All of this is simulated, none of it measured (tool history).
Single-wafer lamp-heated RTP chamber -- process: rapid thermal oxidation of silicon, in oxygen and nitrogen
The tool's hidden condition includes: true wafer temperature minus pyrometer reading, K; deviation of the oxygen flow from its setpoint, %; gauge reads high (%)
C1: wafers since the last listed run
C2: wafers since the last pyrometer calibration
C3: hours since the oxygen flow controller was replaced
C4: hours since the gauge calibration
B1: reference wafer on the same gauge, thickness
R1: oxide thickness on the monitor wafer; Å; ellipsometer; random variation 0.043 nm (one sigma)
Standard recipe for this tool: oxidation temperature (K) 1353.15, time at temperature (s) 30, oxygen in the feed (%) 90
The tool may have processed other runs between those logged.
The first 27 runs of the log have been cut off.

Run 28, day 53.371: usual settings; C1 345; C2 2528; C3 523.4; C4 554.2; B1 9.238. Result: R1 82.86 Å.
Run 29, day 56.342: usual settings but oxidation temperature (K) 1326.15, time at temperature (s) 42, oxygen in the feed (%) 73; C1 409; C2 2937; C3 594.7; C4 625.5; B1 9.268. Result: R1 73.91 Å.
Run 30, day 57.896: usual settings but oxygen in the feed (%) 98; C1 214; C2 3151; C3 632.0; C4 662.8; B1 9.284. Result: R1 84.98 Å.
Run 31, day 59.888: usual settings but oxidation temperature (K) 1323.15, time at temperature (s) 45, oxygen in the feed (%) 65; C1 274; C2 3425; C3 679.8; C4 710.6; B1 9.242. Result: R1 72.45 Å.
At day 60.417: pyrometer window cleaned and pyrometer calibrated.
Run 32, day 61.192: usual settings but time at temperature (s) 35; C1 133; C2 106; C3 711.1; C4 741.9; B1 9.274. Result: R1 88.71 Å.
Run 33, day 68.283: usual settings but oxidation temperature (K) 1344.15, oxygen in the feed (%) 98; C1 976; C2 1083; C3 881.3; C4 912.1; B1 9.256. Result: R1 80.12 Å.
Run 34, day 70.696: usual settings; C1 332; C2 1415; C3 939.2; C4 970.0; B1 9.257. Result: R1 82.98 Å.
Run 35, day 72.171: usual settings; C1 203; C2 1618; C3 974.6; C4 1005.4; B1 9.259. Result: R1 82.71 Å.
Run 36, day 74.296: usual settings but oxidation temperature (K) 1330.15, oxygen in the feed (%) 67; C1 292; C2 1911; C3 1025.6; C4 1056.4; B1 9.256. Result: R1 63.54 Å.
Run 37, day 76.138: usual settings; C1 253; C2 2165; C3 1069.8; C4 1100.6; B1 9.276. Result: R1 81.76 Å.
Run 38, day 78.546: usual settings but oxidation temperature (K) 1374.15, time at temperature (s) 42, oxygen in the feed (%) 69; C1 331; C2 2496; C3 1127.6; C4 1158.4; B1 9.260. Result: R1 99.98 Å.
Run 39, day 80.296: usual settings but oxidation temperature (K) 1377.15, time at temperature (s) 39; C1 241; C2 2737; C3 1169.6; C4 1200.4; B1 9.254. Result: R1 107.36 Å.

Forecast each of these 3 alternatives for the next run:
Run A, day 80.317: usual settings; C1 2; C2 2740; C3 1170.1; C4 1200.9; B1 ?. Result: R1 ?.
Run B, day 80.317: usual settings but oxidation temperature (K) 1345.15, time at temperature (s) 34, oxygen in the feed (%) 81; C1 2; C2 2740; C3 1170.1; C4 1200.9; B1 ?. Result: R1 ?.
Run C, day 80.317: usual settings but oxidation temperature (K) 1341.15, time at temperature (s) 23, oxygen in the feed (%) 98; C1 2; C2 2740; C3 1170.1; C4 1200.9; B1 ?. Result: R1 ?.

run     B1     R1
  A  9.263  82.48
  B  9.263  79.57
  C  9.263  70.20
Without the tool's unlogged condition, the same runs would have read:
run     R1
  A  82.48
  B  79.57
  C  70.20
